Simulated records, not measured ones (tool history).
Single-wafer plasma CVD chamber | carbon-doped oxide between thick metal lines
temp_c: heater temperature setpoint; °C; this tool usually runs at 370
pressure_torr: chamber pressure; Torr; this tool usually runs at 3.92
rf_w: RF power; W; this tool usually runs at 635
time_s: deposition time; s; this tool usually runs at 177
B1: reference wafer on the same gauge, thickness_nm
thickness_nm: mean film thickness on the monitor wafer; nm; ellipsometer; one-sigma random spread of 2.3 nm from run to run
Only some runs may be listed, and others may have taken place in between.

Run 1, hour 0.0: usual settings but time_s 185 s; B1 984.451. Result: thickness_nm 914.590 nm.
Run 2, hour 74.6: usual settings but temp_c 381 °C; B1 983.316. Result: thickness_nm 853.824 nm.
Run 3, hour 172.8: usual settings but temp_c 381 °C; B1 982.638. Result: thickness_nm 847.996 nm.
Run 4, hour 224.6: usual settings but temp_c 381 °C; B1 983.341. Result: thickness_nm 851.243 nm.
Run 5, hour 296.8: usual settings; B1 982.898. Result: thickness_nm 872.474 nm.
Run 6, hour 378.6: usual settings; B1 982.344. Result: thickness_nm 867.212 nm.
Run 7, hour 481.7: usual settings; B1 982.128. Result: thickness_nm 868.999 nm.
Run 8, hour 556.5: usual settings; B1 982.782. Result: thickness_nm 869.790 nm.
Run 9, hour 653.6: usual settings; B1 980.743. Result: thickness_nm 868.192 nm.
Run 10, hour 705.5: usual settings; B1 980.916. Result: thickness_nm 868.770 nm.
At hour 721.8: gauge calibrated.
Run 11, hour 772.4: usual settings but temp_c 363 °C; B1 1004.771. Result: thickness_nm 906.029 nm.
At hour 837.8: showerhead replaced.
Run 12, hour 878.3: usual settings but temp_c 379 °C, pressure_torr 3.02 Torr, rf_w 535 W; B1 1001.690. Result: thickness_nm 785.909 nm.
Run 13, hour 953.5: usual settings but temp_c 363 °C; B1 998.902. Result: thickness_nm 898.087 nm.
Run 14, hour 1058.8: usual settings but pressure_torr 3.58 Torr, rf_w 760 W; B1 996.648. Result: thickness_nm 934.417 nm.
At hour 1109.7: capacitance manometer re-zeroed and calibrated.
Run 15, hour 1117.8: usual settings but rf_w 690 W, time_s 163 s; B1 995.685. Result: thickness_nm 844.792 nm.
At hour 1141.7: thermocouple changed; heater temperature recalibrated.
Run 16, hour 1155.2: usual settings but temp_c 358 °C, time_s 149 s; B1 995.578. Result: thickness_nm 766.886 nm.
At hour 1199.5: RF generator calibrated.
Run 17, hour 1223.8: usual settings but temp_c 376 °C, time_s 188 s; B1 993.963. Result: thickness_nm 923.596 nm.
Run 18, hour 1318.7: usual settings but temp_c 380 °C, rf_w 720 W; B1 992.171. Result: thickness_nm 904.073 nm.
Run 19, hour 1379.0: usual settings but temp_c 375 °C, pressure_torr 3.51 Torr, rf_w 675 W, time_s 200 s; B1 991.206. Result: thickness_nm 984.523 nm.
Run 20, hour 1477.3: usual settings; B1 990.672. Result: thickness_nm 875.457 nm.
Run 21, hour 1558.6: usual settings; B1 989.193. Result: thickness_nm 873.546 nm.
Run 22, hour 1621.3: usual settings but pressure_torr 3.20 Torr, rf_w 705 W; B1 988.863. Result: thickness_nm 886.525 nm.

What if the next run were any one of these 4? Each begins from the tool's condition after run 22:
Run A, hour 1621.7: usual settings; B1 ?. Result: thickness_nm ?.
Run B, hour 1621.7: usual settings but pressure_torr 4.79 Torr; B1 ?. Result: thickness_nm ?.
Run C, hour 1621.7: usual settings but time_s 145 s; B1 ?. Result: thickness_nm ?.
Run D, hour 1621.7: usual settings but temp_c 365 °C, pressure_torr 4.51 Torr, rf_w 520 W; B1 ?. Result: thickness_nm ?.

run       B1  thickness_nm
  A  988.242       873.711
  B  988.242       902.348
  C  988.242       716.234
  D  988.242       838.298
Without the tool's hidden state the same runs would have given:
run  thickness_nm
  A       888.111
  B       917.220
  C       728.038
  D       852.114
